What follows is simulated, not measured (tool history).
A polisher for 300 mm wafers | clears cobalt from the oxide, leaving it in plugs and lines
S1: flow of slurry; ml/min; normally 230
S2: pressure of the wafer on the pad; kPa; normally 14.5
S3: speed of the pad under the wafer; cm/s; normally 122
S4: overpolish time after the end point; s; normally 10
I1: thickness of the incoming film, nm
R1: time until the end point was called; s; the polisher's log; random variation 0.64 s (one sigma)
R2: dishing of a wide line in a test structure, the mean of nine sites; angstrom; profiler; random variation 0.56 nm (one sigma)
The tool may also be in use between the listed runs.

{"run": 1, "hour": 0.0, "S1": 230, "S2": 14.5, "S3": 94, "S4": 10, "I1": 288.6, "R1": 69.3, "R2": 279}
{"run": 2, "hour": 61.7, "S1": 230, "S2": 14.5, "S3": 122, "S4": 10, "I1": 289.5, "R1": 57.0, "R2": 301}
{"run": 3, "hour": 121.7, "S1": 230, "S2": 14.5, "S3": 122, "S4": 10, "I1": 290.9, "R1": 59.1, "R2": 291}
{"run": 4, "hour": 221.0, "S1": 230, "S2": 13.1, "S3": 122, "S4": 10, "I1": 293.1, "R1": 65.5, "R2": 286}
{"hour": 279.0, "done": "worn pad replaced by a new one"}
{"run": 5, "hour": 317.7, "S1": 230, "S2": 13.1, "S3": 122, "S4": 10, "I1": 290.2, "R1": 59.9, "R2": 295}
{"hour": 432.0, "done": "slurry nozzle cleaned"}
{"hour": 491.4, "done": "head pressure recalibrated"}
{"run": 6, "hour": 537.3, "S1": 230, "S2": 14.5, "S3": 122, "S4": 10, "I1": 290.4, "R1": 64.8, "R2": 280}
{"run": 7, "hour": 607.4, "S1": 230, "S2": 14.5, "S3": 122, "S4": 10, "I1": 293.2, "R1": 65.6, "R2": 280}
{"hour": 615.6, "done": "worn pad replaced by a new one"}
{"run": 8, "hour": 693.8, "S1": 230, "S2": 14.5, "S3": 122, "S4": 10, "I1": 286.7, "R1": 59.3, "R2": 299}
{"run": 9, "hour": 770.6, "S1": 230, "S2": 12.4, "S3": 104, "S4": 10, "I1": 291.9, "R1": 81.8, "R2": 242}
{"run": 10, "hour": 814.6, "S1": 230, "S2": 14.5, "S3": 122, "S4": 10, "I1": 291.2, "R1": 62.9, "R2": 299}
{"run": 11, "hour": 900.0, "S1": 230, "S2": 14.5, "S3": 122, "S4": 10, "I1": 295.1, "R1": 63.2, "R2": 288}
{"hour": 915.7, "done": "worn pad replaced by a new one"}
{"run": 12, "hour": 978.7, "S1": 230, "S2": 13.1, "S3": 146, "S4": 10, "I1": 291.7, "R1": 54.4, "R2": 320}
{"run": 13, "hour": 1067.7, "S1": 230, "S2": 14.5, "S3": 122, "S4": 10, "I1": 287.1, "R1": 59.0, "R2": 300}
{"run": 14, "hour": 1132.6, "S1": 230, "S2": 13.1, "S3": 122, "S4": 10, "I1": 286.9, "R1": 65.5, "R2": 276}
{"hour": 1154.7, "done": "slurry nozzle cleaned"}
{"run": 15, "hour": 1170.5, "S1": 285, "S2": 18.6, "S3": 122, "S4": 10, "I1": 291.0, "R1": 48.6, "R2": 333}
{"hour": 1212.7, "done": "worn pad replaced by a new one"}
{"run": 16, "hour": 1217.8, "S1": 230, "S2": 17.9, "S3": 122, "S4": 10, "I1": 294.7, "R1": 45.5, "R2": 336}
{"run": 17, "hour": 1266.1, "S1": 230, "S2": 14.5, "S3": 156, "S4": 8, "I1": 285.4, "R1": 43.1, "R2": 307}
{"run": 18, "hour": 1348.5, "S1": 230, "S2": 11.0, "S3": 122, "S4": 10, "I1": 290.0, "R1": 74.6, "R2": 263}
{"run": 19, "hour": 1406.8, "S1": 155, "S2": 14.5, "S3": 142, "S4": 10, "I1": 295.7, "R1": 53.4, "R2": 306}
{"run": 20, "hour": 1447.2, "S1": 175, "S2": 14.5, "S3": 122, "S4": 14, "I1": 291.6, "R1": 61.9, "R2": 338}
{"run": 21, "hour": 1546.4, "S1": 230, "S2": 18.6, "S3": 152, "S4": 10, "I1": 285.3, "R1": 38.5, "R2": 358}
{"hour": 1560.6, "done": "worn pad replaced by a new one"}
{"hour": 1602.9, "done": "head pressure recalibrated"}
{"run": 22, "hour": 1608.3, "S1": 230, "S2": 17.2, "S3": 100, "S4": 10, "I1": 292.3, "R1": 62.6, "R2": 284}

Alternative continuations, all from the tool just after run 22; predict every row:
{"run": "A", "hour": 1608.7, "S1": 230, "S2": 14.5, "S3": 160, "S4": 10, "I1": 295.4, "R1": "?", "R2": "?"}
{"run": "B", "hour": 1608.7, "S1": 230, "S2": 17.2, "S3": 122, "S4": 10, "I1": 295.4, "R1": "?", "R2": "?"}
{"run": "C", "hour": 1608.7, "S1": 310, "S2": 14.5, "S3": 86, "S4": 14, "I1": 295.4, "R1": "?", "R2": "?"}

run=A R1=45.8 R2=333
run=B R1=51.3 R2=316
run=C R1=81.8 R2=297
The same runs, with their run-to-run variation unchanged, on a tool lacking any hidden condition would have given:
run=A R1=43.7 R2=340
run=B R1=48.9 R2=324
run=C R1=78.0 R2=304

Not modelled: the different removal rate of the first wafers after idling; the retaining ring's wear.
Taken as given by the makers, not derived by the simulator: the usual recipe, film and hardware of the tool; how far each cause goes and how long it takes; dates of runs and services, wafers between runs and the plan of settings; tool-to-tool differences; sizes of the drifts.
